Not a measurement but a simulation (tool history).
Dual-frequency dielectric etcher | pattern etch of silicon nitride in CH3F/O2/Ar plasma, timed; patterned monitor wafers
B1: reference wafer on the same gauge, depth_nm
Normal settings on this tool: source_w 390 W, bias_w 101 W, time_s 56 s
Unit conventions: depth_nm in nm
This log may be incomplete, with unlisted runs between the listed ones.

run 1 hour=0 | source_w=320 bias_w=101 time_s=56 | B1=39.12 | depth_nm=36.86
-- hour=46.6 source power generator calibrated
run 2 hour=112.2 | source_w=320 bias_w=101 time_s=56 | B1=39.08 | depth_nm=36.57
run 3 hour=227.3 | source_w=390 bias_w=101 time_s=56 | B1=39.07 | depth_nm=39.28
run 4 hour=290.6 | source_w=390 bias_w=101 time_s=56 | B1=39.1 | depth_nm=39.11
-- hour=310.2 bias power generator calibrated
-- hour=319.4 wet clean of the chamber
-- hour=340.6 upper electrode replaced
run 5 hour=341.1 | source_w=390 bias_w=101 time_s=56 | B1=39.12 | depth_nm=39.54
run 6 hour=360.1 | source_w=350 bias_w=93 time_s=41.5 | B1=39.11 | depth_nm=27.51
run 7 hour=412.2 | source_w=420 bias_w=88 time_s=63 | B1=39.1 | depth_nm=44.09
run 8 hour=443 | source_w=340 bias_w=120 time_s=56 | B1=39.09 | depth_nm=39.05
run 9 hour=483 | source_w=390 bias_w=101 time_s=56 | B1=39.11 | depth_nm=39.39
-- hour=542.7 gauge calibrated
run 10 hour=551.9 | source_w=390 bias_w=116 time_s=50.5 | B1=39.11 | depth_nm=36.48
run 11 hour=599.7 | source_w=390 bias_w=101 time_s=56 | B1=39.08 | depth_nm=39.06
run 12 hour=641.8 | source_w=390 bias_w=101 time_s=56 | B1=39.12 | depth_nm=39.03
run 13 hour=708.7 | source_w=430 bias_w=116 time_s=66 | B1=39.12 | depth_nm=49.57
run 14 hour=749.1 | source_w=350 bias_w=101 time_s=62.5 | B1=39.07 | depth_nm=41.81
run 15 hour=814.2 | source_w=390 bias_w=101 time_s=56 | B1=39.08 | depth_nm=38.85
-- hour=1006.7 wet clean of the chamber
run 16 hour=1020 | source_w=480 bias_w=77 time_s=56 | B1=39.15 | depth_nm=40.26
run 17 hour=1082.7 | source_w=390 bias_w=101 time_s=56 | B1=39.09 | depth_nm=39.58
run 18 hour=1122.7 | source_w=390 bias_w=101 time_s=56 | B1=39.11 | depth_nm=39.48
run 19 hour=1189.3 | source_w=320 bias_w=111 time_s=56 | B1=39.11 | depth_nm=37.47
run 20 hour=1245 | source_w=310 bias_w=101 time_s=67 | B1=39.13 | depth_nm=43.41
run 21 hour=1315 | source_w=390 bias_w=101 time_s=56 | B1=39.09 | depth_nm=39.3
run 22 hour=1371.5 | source_w=320 bias_w=90 time_s=41.5 | B1=39.12 | depth_nm=26.16
run 23 hour=1412.8 | source_w=390 bias_w=101 time_s=56 | B1=39.1 | depth_nm=39.18
run 24 hour=1464.6 | source_w=390 bias_w=101 time_s=56 | B1=39.09 | depth_nm=39.21
run 25 hour=1518.1 | source_w=390 bias_w=93 time_s=50.5 | B1=39.1 | depth_nm=34.64
run 26 hour=1545 | source_w=360 bias_w=114 time_s=46.5 | B1=39.08 | depth_nm=32.43
-- hour=1581.7 wet clean of the chamber
run 27 hour=1614.6 | source_w=390 bias_w=107 time_s=69.5 | B1=39.09 | depth_nm=49.95
run 28 hour=1664.5 | source_w=460 bias_w=121 time_s=56 | B1=39.1 | depth_nm=44.38
run 29 hour=1734.4 | source_w=390 bias_w=125 time_s=39.5 | B1=39.11 | depth_nm=29.63

Below are 4 alternative next runs, each starting from the tool's condition after run 29. Predict each:
run A hour=1734.8 | source_w=390 bias_w=111 time_s=56 | B1=? | depth_nm=?
run B hour=1734.8 | source_w=290 bias_w=110 time_s=56 | B1=? | depth_nm=?
run C hour=1734.8 | source_w=390 bias_w=101 time_s=40 | B1=? | depth_nm=?
run D hour=1734.8 | source_w=480 bias_w=113 time_s=61 | B1=? | depth_nm=?

run=A B1=39.09 depth_nm=40.64
run=B B1=39.09 depth_nm=36.38
run=C B1=39.09 depth_nm=28.33
run=D B1=39.09 depth_nm=48
Without the tool's unlogged condition, the same runs would have read:
run=A depth_nm=40.5
run=B depth_nm=36.25
run=C depth_nm=28.24
run=D depth_nm=47.84
